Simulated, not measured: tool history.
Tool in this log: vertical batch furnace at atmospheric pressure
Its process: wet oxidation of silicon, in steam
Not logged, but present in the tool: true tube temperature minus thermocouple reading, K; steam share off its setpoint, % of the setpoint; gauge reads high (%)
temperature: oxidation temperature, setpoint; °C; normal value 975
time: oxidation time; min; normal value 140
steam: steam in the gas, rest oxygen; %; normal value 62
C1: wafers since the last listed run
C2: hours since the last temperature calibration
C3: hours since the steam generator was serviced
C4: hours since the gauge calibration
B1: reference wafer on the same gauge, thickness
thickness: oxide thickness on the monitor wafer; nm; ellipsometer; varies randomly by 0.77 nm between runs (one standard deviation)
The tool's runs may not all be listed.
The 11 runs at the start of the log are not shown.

{"run": 12, "hour": 219.3, "temperature": 963, "time": 99.5, "steam": 62, "C1": 122, "C2": 2263, "C3": 66.2, "C4": 319.5, "B1": 456.96, "thickness": 395.71}
{"run": 13, "hour": 235.8, "temperature": 963, "time": 99.5, "steam": 62, "C1": 171, "C2": 2279.5, "C3": 82.7, "C4": 336, "B1": 456.94, "thickness": 396.26}
{"run": 14, "hour": 253.5, "temperature": 963, "time": 99.5, "steam": 62, "C1": 183, "C2": 2297.2, "C3": 100.4, "C4": 353.7, "B1": 457.22, "thickness": 396.79}
{"hour": 262.9, "done": "gauge calibrated"}
{"run": 15, "hour": 275.4, "temperature": 975, "time": 140, "steam": 55, "C1": 226, "C2": 2319.1, "C3": 122.3, "C4": 12.5, "B1": 457.22, "thickness": 487.32}
{"run": 16, "hour": 291.1, "temperature": 994, "time": 140, "steam": 62, "C1": 162, "C2": 2334.8, "C3": 138, "C4": 28.2, "B1": 456.83, "thickness": 578.62}
{"run": 17, "hour": 301.2, "temperature": 975, "time": 140, "steam": 62, "C1": 104, "C2": 2344.9, "C3": 148.1, "C4": 38.3, "B1": 456.81, "thickness": 523.89}
{"run": 18, "hour": 314.8, "temperature": 975, "time": 164, "steam": 62, "C1": 140, "C2": 2358.5, "C3": 161.7, "C4": 51.9, "B1": 456.79, "thickness": 576.17}
{"hour": 355.7, "done": "thermocouples replaced and temperature profile calibrated"}
{"run": 19, "hour": 356.2, "temperature": 975, "time": 140, "steam": 62, "C1": 180, "C2": 0.5, "C3": 203.1, "C4": 93.3, "B1": 457.02, "thickness": 511.51}
{"run": 20, "hour": 362.1, "temperature": 997, "time": 106.5, "steam": 73, "C1": 61, "C2": 6.4, "C3": 209, "C4": 99.2, "B1": 456.84, "thickness": 538.04}
{"run": 21, "hour": 368.1, "temperature": 954, "time": 159, "steam": 62, "C1": 62, "C2": 12.4, "C3": 215, "C4": 105.2, "B1": 457.02, "thickness": 489.74}
{"run": 22, "hour": 374.1, "temperature": 996, "time": 203, "steam": 58, "C1": 62, "C2": 18.4, "C3": 221, "C4": 111.2, "B1": 457.2, "thickness": 681.66}
{"run": 23, "hour": 386.8, "temperature": 975, "time": 170.5, "steam": 68, "C1": 131, "C2": 31.1, "C3": 233.7, "C4": 123.9, "B1": 457.09, "thickness": 609.24}
{"run": 24, "hour": 405.7, "temperature": 959, "time": 107.5, "steam": 56, "C1": 195, "C2": 50, "C3": 252.6, "C4": 142.8, "B1": 457.31, "thickness": 371.23}
{"run": 25, "hour": 418.6, "temperature": 960, "time": 140, "steam": 58, "C1": 133, "C2": 62.9, "C3": 265.5, "C4": 155.7, "B1": 456.94, "thickness": 450.39}
{"run": 26, "hour": 431.0, "temperature": 989, "time": 74.5, "steam": 52, "C1": 128, "C2": 75.3, "C3": 277.9, "C4": 168.1, "B1": 456.83, "thickness": 339.03}
{"run": 27, "hour": 450.5, "temperature": 975, "time": 73.5, "steam": 62, "C1": 202, "C2": 94.8, "C3": 297.4, "C4": 187.6, "B1": 456.81, "thickness": 345.29}
{"run": 28, "hour": 462.2, "temperature": 975, "time": 178.5, "steam": 62, "C1": 121, "C2": 106.5, "C3": 309.1, "C4": 199.3, "B1": 457.12, "thickness": 592.7}
{"run": 29, "hour": 479.7, "temperature": 975, "time": 76, "steam": 69, "C1": 181, "C2": 124, "C3": 326.6, "C4": 216.8, "B1": 457.21, "thickness": 376.04}
{"run": 30, "hour": 503.5, "temperature": 988, "time": 97.5, "steam": 65, "C1": 246, "C2": 147.8, "C3": 350.4, "C4": 240.6, "B1": 457.21, "thickness": 455.21}

Consider 4 possible next runs. They are alternatives, not a sequence: every one starts from the tool as it was left by run 30. What does each give?
{"run": "A", "hour": 509.6, "temperature": 975, "time": 140, "steam": 53, "C1": 63, "C2": 153.9, "C3": 356.5, "C4": 246.7, "B1": "?", "thickness": "?"}
{"run": "B", "hour": 509.6, "temperature": 975, "time": 174, "steam": 62, "C1": 63, "C2": 153.9, "C3": 356.5, "C4": 246.7, "B1": "?", "thickness": "?"}
{"run": "C", "hour": 509.6, "temperature": 963, "time": 108.5, "steam": 53, "C1": 63, "C2": 153.9, "C3": 356.5, "C4": 246.7, "B1": "?", "thickness": "?"}
{"run": "D", "hour": 509.6, "temperature": 975, "time": 89, "steam": 62, "C1": 63, "C2": 153.9, "C3": 356.5, "C4": 246.7, "B1": "?", "thickness": "?"}

run=A B1=457.14 thickness=466.96
run=B B1=457.14 thickness=584.81
run=C B1=457.14 thickness=370.92
run=D B1=457.14 thickness=389.49
The same runs, with their run-to-run variation unchanged, on a tool lacking any hidden condition would have given:
run=A thickness=467.25
run=B thickness=585.32
run=C thickness=370.97
run=D thickness=389.64

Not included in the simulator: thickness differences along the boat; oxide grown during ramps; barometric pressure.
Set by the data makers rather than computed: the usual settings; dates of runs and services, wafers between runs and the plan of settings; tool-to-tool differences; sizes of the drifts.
